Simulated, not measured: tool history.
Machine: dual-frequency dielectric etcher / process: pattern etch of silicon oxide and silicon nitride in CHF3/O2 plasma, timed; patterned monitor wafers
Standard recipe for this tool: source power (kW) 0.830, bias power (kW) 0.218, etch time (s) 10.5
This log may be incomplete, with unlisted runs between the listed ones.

run	hour	source power (kW)	bias power (kW)	etch time (s)	read-back reference wafer on the same gauge, depth_nm	mean etch depth across the wafer (Å)
1	0.0	0.830	0.218	10.5	15.52	190.0
2	46.8	0.830	0.218	10.5	15.50	189.4
3	138.4	0.830	0.218	10.5	15.50	190.4
# hour 172.4: gauge calibrated
4	244.6	0.830	0.218	10.5	15.51	190.6
5	299.5	0.830	0.218	10.5	15.51	190.4
# hour 352.4: wet clean of the chamber
6	437.3	0.830	0.218	10.5	15.48	190.9
7	508.7	0.830	0.218	10.5	15.50	190.2
8	811.9	0.830	0.218	10.5	15.51	192.0
9	913.0	0.830	0.218	10.5	15.50	192.7
# hour 930.5: source power generator calibrated
10	971.7	0.830	0.218	10.5	15.49	186.6
# hour 1001.2: upper electrode replaced
# hour 1038.9: wet clean of the chamber
11	1039.4	0.920	0.173	8.5	15.49	152.2
# hour 1142.0: bias power generator calibrated
12	1200.9	0.830	0.185	9.0	15.50	155.4
13	1268.5	1.020	0.238	11.5	15.50	228.7
14	1367.2	1.020	0.242	9.5	15.49	189.9
15	1441.0	0.830	0.203	9.5	15.50	167.0
16	1496.1	0.830	0.218	11.5	15.48	205.5
# hour 1722.4: gauge calibrated
# hour 1723.3: wet clean of the chamber
17	1753.1	0.830	0.218	10.5	15.50	188.4
18	1798.8	0.830	0.218	10.5	15.51	187.8
19	1850.0	0.830	0.256	10.5	15.49	194.5
20	1935.2	1.020	0.238	12.5	15.51	250.0
21	1973.0	0.830	0.265	10.5	15.50	195.2
22	2019.5	0.830	0.239	12.5	15.51	229.1
23	2119.0	0.830	0.235	9.5	15.51	172.8
24	2161.6	0.830	0.218	10.5	15.51	188.5
25	2201.4	1.040	0.218	12.5	15.50	250.2
26	2238.1	0.680	0.187	9.5	15.50	149.9
# hour 2283.8: wet clean of the chamber
27	2284.3	0.830	0.218	12.5	15.51	225.1
28	2353.3	0.830	0.218	13.0	15.49	233.0

Subtracting, for every run, the result it would have given without the tool's unlogged condition from the measured result gives the following. The same run-to-run variation enters both numbers; the gauge's scatter may not:
Unlogged tool condition in this case: etch rate over this chamber's usual, %; source power that arrives over what is set, %; bias power that arrives over what is set, %; gauge reads high (%).
run	mean etch depth across the wafer (Å)
1	+4.0
2	+4.0
3	+4.2
4	+4.4
5	+4.4
6	+4.6
7	+4.8
8	+5.3
9	+5.4
10	+0.1
11	+0.1
12	+0.4
13	+0.7
14	+0.7
15	+0.8
16	+1.0
17	+1.3
18	+1.4
19	+1.5
20	+2.1
21	+1.7
22	+2.1
23	+1.7
24	+1.9
25	+2.7
26	+1.7
27	+2.5
28	+2.7
